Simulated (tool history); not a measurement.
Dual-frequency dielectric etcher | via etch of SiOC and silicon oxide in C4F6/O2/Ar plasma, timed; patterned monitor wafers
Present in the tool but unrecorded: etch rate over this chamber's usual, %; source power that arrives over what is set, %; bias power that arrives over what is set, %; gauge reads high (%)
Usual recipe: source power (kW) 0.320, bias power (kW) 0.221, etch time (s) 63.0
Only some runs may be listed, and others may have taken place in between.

run   hour  source power (kW)  bias power (kW)  etch time (s)  wafers since the last listed run  hours since the last wet clean  hours since the last source power generator calibration  hours since the last bias power generator calibration  hours since the last upper electrode change  hours since the gauge calibration  read-back reference wafer on the same gauge, depth_nm  mean etch depth across the wafer (angstrom)
  1    0.0              0.320            0.239           63.0                                 0                           224.9                                                   1383.3                                                 4798.2                                       3731.2                               70.4                                                   91.7                                          798
  2   15.1              0.320            0.239           63.0                               184                           240.0                                                   1398.4                                                 4813.3                                       3746.3                               85.5                                                   91.8                                          801
  3   27.6              0.320            0.221           63.0                               152                           252.5                                                   1410.9                                                 4825.8                                       3758.8                               98.0                                                   91.8                                          775
  4   43.8              0.270            0.238           63.0                               197                           268.7                                                   1427.1                                                 4842.0                                       3775.0                              114.2                                                   91.8                                          723
  5   60.0              0.270            0.238           63.0                               197                           284.9                                                   1443.3                                                 4858.2                                       3791.2                              130.4                                                   91.8                                          727
  6  100.0              0.320            0.188           63.0                               487                           324.9                                                   1483.3                                                 4898.2                                       3831.2                              170.4                                                   91.8                                          749
  7  115.9              0.320            0.188           63.0                               193                           340.8                                                   1499.2                                                 4914.1                                       3847.1                              186.3                                                   91.8                                          749
     124.3  -- bias power generator calibrated
  8  126.6              0.320            0.188           63.0                                81                           351.5                                                   1509.9                                                    2.3                                       3857.8                              197.0                                                   91.8                                          747
  9  141.7              0.320            0.221           63.0                               184                           366.6                                                   1525.0                                                   17.4                                       3872.9                              212.1                                                   91.8                                          781
 10  148.1              0.320            0.221           63.0                                78                           373.0                                                   1531.4                                                   23.8                                       3879.3                              218.5                                                   91.8                                          788
     156.9  -- source power generator calibrated
 11  157.4              0.360            0.221           63.0                                64                           382.3                                                      0.5                                                   33.1                                       3888.6                              227.8                                                   91.9                                          838
 12  166.4              0.360            0.221           63.0                               109                           391.3                                                      9.5                                                   42.1                                       3897.6                              236.8                                                   91.8                                          835
     198.9  -- wet clean of the chamber
 13  199.4              0.360            0.221           63.0                               109                             0.5                                                     42.5                                                   75.1                                       3930.6                              269.8                                                   91.8                                          810
 14  199.8              0.320            0.205           63.0                                 4                             0.9                                                     42.9                                                   75.5                                       3931.0                              270.2                                                   91.9                                          748
 15  205.4              0.320            0.205           63.0                                68                             6.5                                                     48.5                                                   81.1                                       3936.6                              275.8                                                   91.8                                          747
     226.7  -- gauge calibrated
     234.9  -- upper electrode replaced
 16  235.4              0.320            0.221           63.0                                73                            36.5                                                     78.5                                                  111.1                                          0.5                                8.7                                                   91.9                                          762
 17  235.7              0.240            0.203           63.0                                 3                            36.8                                                     78.8                                                  111.4                                          0.8                                9.0                                                   91.7                                          632
 18  236.0              0.240            0.221           69.5                                 3                            37.1                                                     79.1                                                  111.7                                          1.1                                9.3                                                   91.8                                          716
 19  246.7              0.340            0.221           79.5                               130                            47.8                                                     89.8                                                  122.4                                         11.8                               20.0                                                   91.7                                          997
 20  252.8              0.320            0.221           63.0                                74                            53.9                                                     95.9                                                  128.5                                         17.9                               26.1                                                   91.8                                          766
 21  264.5              0.390            0.237           49.5                               142                            65.6                                                    107.6                                                  140.2                                         29.6                               37.8                                                   91.8                                          680
 22  274.9              0.320            0.199           78.5                               126                            76.0                                                    118.0                                                  150.6                                         40.0                               48.2                                                   91.8                                          925
 23  282.0              0.390            0.237           49.5                                86                            83.1                                                    125.1                                                  157.7                                         47.1                               55.3                                                   91.8                                          685
 24  293.9              0.320            0.221           63.0                               145                            95.0                                                    137.0                                                  169.6                                         59.0                               67.2                                                   91.8                                          767
 25  303.0              0.320            0.264           69.0                               110                           104.1                                                    146.1                                                  178.7                                         68.1                               76.3                                                   91.8                                          891
 26  311.4              0.400            0.221           73.5                               102                           112.5                                                    154.5                                                  187.1                                         76.5                               84.7                                                   91.7                                         1007
 27  322.7              0.320            0.221           63.0                               137                           123.8                                                    165.8                                                  198.4                                         87.8                               96.0                                                   91.8                                          772
 28  330.8              0.380            0.190           63.0                                98                           131.9                                                    173.9                                                  206.5                                         95.9                              104.1                                                   91.8                                          807
 29  343.8              0.320            0.221           63.0                               158                           144.9                                                    186.9                                                  219.5                                        108.9                              117.1                                                   91.8                                          770
 30  359.5              0.320            0.221           63.0                               191                           160.6                                                    202.6                                                  235.2                                        124.6                              132.8                                                   91.9                                          777
 31  367.1              0.370            0.221           46.0                                92                           168.2                                                    210.2                                                  242.8                                        132.2                              140.4                                                   91.8                                          608

Some steps in mean etch depth across the wafer (angstrom) between neighbouring runs. How much of each would the tool show without its hidden state too (settings, what came in, random variation), and how much is left for the hidden state, with any gauge scatter that isn't in both results?
Run 5 -> 6: source power (kW) 0.270 -> 0.320, bias power (kW) 0.238 -> 0.188. mean etch depth across the wafer (angstrom) +22: hidden state +3, all else +19.
Run 9 -> 10: nothing adjusted, nothing logged. mean etch depth across the wafer (angstrom) +7: hidden state +2, all else +5.
Run 12 -> 13: wet clean of the chamber. mean etch depth across the wafer (angstrom) -25: hidden state -24, all else -1.
Run 18 -> 19: source power (kW) 0.240 -> 0.340, etch time (s) 69.5 -> 79.5. mean etch depth across the wafer (angstrom) +281: hidden state +1, all else +280.
Run 21 -> 22: source power (kW) 0.390 -> 0.320, bias power (kW) 0.237 -> 0.199, etch time (s) 49.5 -> 78.5. mean etch depth across the wafer (angstrom) +245: hidden state +2, all else +243.
Run 22 -> 23: source power (kW) 0.320 -> 0.390, bias power (kW) 0.199 -> 0.237, etch time (s) 78.5 -> 49.5. mean etch depth across the wafer (angstrom) -240: hidden state -1, all else -239.
